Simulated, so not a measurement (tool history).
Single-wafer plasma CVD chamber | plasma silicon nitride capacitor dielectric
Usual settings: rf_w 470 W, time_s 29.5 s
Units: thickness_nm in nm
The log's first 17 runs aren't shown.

run    hour  rf_w  time_s  read-back reference wafer on the same gauge, thickness_nm  thickness_nm
 18   779.1   410    31.2                                                     55.404        48.199
 19   846.5   505    35.2                                                     55.195        58.112
      862.9  -- RF generator calibrated
 20   909.3   470    30.8                                                     55.065        49.701
      983.3  -- showerhead replaced
 21  1098.9   545    24.8                                                     54.486        41.267
 22  1136.8   495    26.3                                                     54.272        42.692
     1196.0  -- gauge calibrated
 23  1201.7   470    29.5                                                     56.282        48.258
 24  1237.8   470    29.5                                                     56.279        48.345
 25  1274.0   390    34.0                                                     56.218        52.145
 26  1300.3   400    26.3                                                     56.288        40.943

Run 27 comes next. What will it give?
 27  1461.9   470    29.5                                                          ?             ?

read-back reference wafer on the same gauge, thickness_nm: 56.070
thickness_nm: 48.014 nm
Without the tool's hidden state the same run would have given thickness_nm 47.842 nm.
